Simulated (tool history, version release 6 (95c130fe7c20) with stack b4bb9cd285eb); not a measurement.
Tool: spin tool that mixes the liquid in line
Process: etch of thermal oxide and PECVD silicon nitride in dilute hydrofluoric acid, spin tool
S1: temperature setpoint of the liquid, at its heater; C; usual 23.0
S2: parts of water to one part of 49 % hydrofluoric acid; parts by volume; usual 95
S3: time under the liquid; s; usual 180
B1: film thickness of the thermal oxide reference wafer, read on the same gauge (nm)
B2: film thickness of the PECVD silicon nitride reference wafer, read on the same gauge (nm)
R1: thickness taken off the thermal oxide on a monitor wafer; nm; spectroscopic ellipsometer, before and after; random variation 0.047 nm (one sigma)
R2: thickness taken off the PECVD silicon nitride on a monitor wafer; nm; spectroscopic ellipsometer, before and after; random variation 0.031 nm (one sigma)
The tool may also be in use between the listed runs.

run,day,S1,S2,S3,B1,B2,R1,R2
1,0.000,23.0,95,240,79.34,79.367,10.74,4.434
2,1.817,23.0,95,240,79.26,79.266,10.64,4.387
3,5.562,23.0,95,180,79.14,79.124,8.08,3.257
4,8.367,23.0,130,150,78.98,78.969,4.68,2.018
5,10.604,23.0,130,150,78.85,78.854,4.65,2.021
6,14.400,23.0,130,150,78.62,78.630,4.62,2.046
7,17.625,23.0,95,225,78.37,78.353,9.92,4.127
8,26.579,23.0,95,225,77.64,77.655,9.78,4.032
9,28.288,23.0,95,225,77.45,77.498,9.79,4.019
10,31.300,24.0,95,180,77.16,77.140,8.14,3.366
11,38.683,23.0,95,180,76.33,76.357,7.73,3.178
# day 40.750: thermometer replaced
# day 42.158: gauge calibrated
12,43.100,23.0,95,225,80.72,80.686,10.23,4.189
# day 44.679: hydrofluoric acid flow meter replaced
13,44.946,23.0,80,180,80.67,80.690,9.85,4.001
14,48.617,28.0,75,235,80.69,80.682,16.82,7.695
15,50.212,21.0,120,95,80.66,80.630,3.05,1.221
16,52.612,23.0,130,150,80.57,80.639,4.74,2.062
17,55.108,21.0,50,140,80.49,80.496,11.77,4.269
18,58.100,25.5,65,125,80.43,80.397,9.47,3.902
19,60.371,19.5,140,75,80.32,80.360,1.92,0.747
20,64.362,28.0,95,275,80.15,80.162,15.20,7.066
21,68.612,23.0,130,150,79.94,79.925,4.68,2.045
22,75.771,23.0,95,260,79.46,79.433,11.57,4.781
23,78.392,25.0,115,235,79.26,79.244,9.16,4.140

Forecast each of these 5 alternatives for the next run:
A,78.412,23.0,95,180,?,?,?,?
B,78.412,23.0,125,180,?,?,?,?
C,78.412,24.5,140,120,?,?,?,?
D,78.412,19.0,95,140,?,?,?,?
E,78.412,20.5,95,70,?,?,?,?

run,B1,B2,R1,R2
A,79.24,79.224,8.01,3.313
B,79.24,79.224,5.87,2.528
C,79.24,79.224,3.64,1.662
D,79.24,79.224,5.29,1.966
E,79.24,79.224,2.81,1.089
Without the tool's hidden state the same runs would have given:
run,R1,R2
A,8.08,3.344
B,5.93,2.552
C,3.68,1.677
D,5.34,1.984
E,2.84,1.099
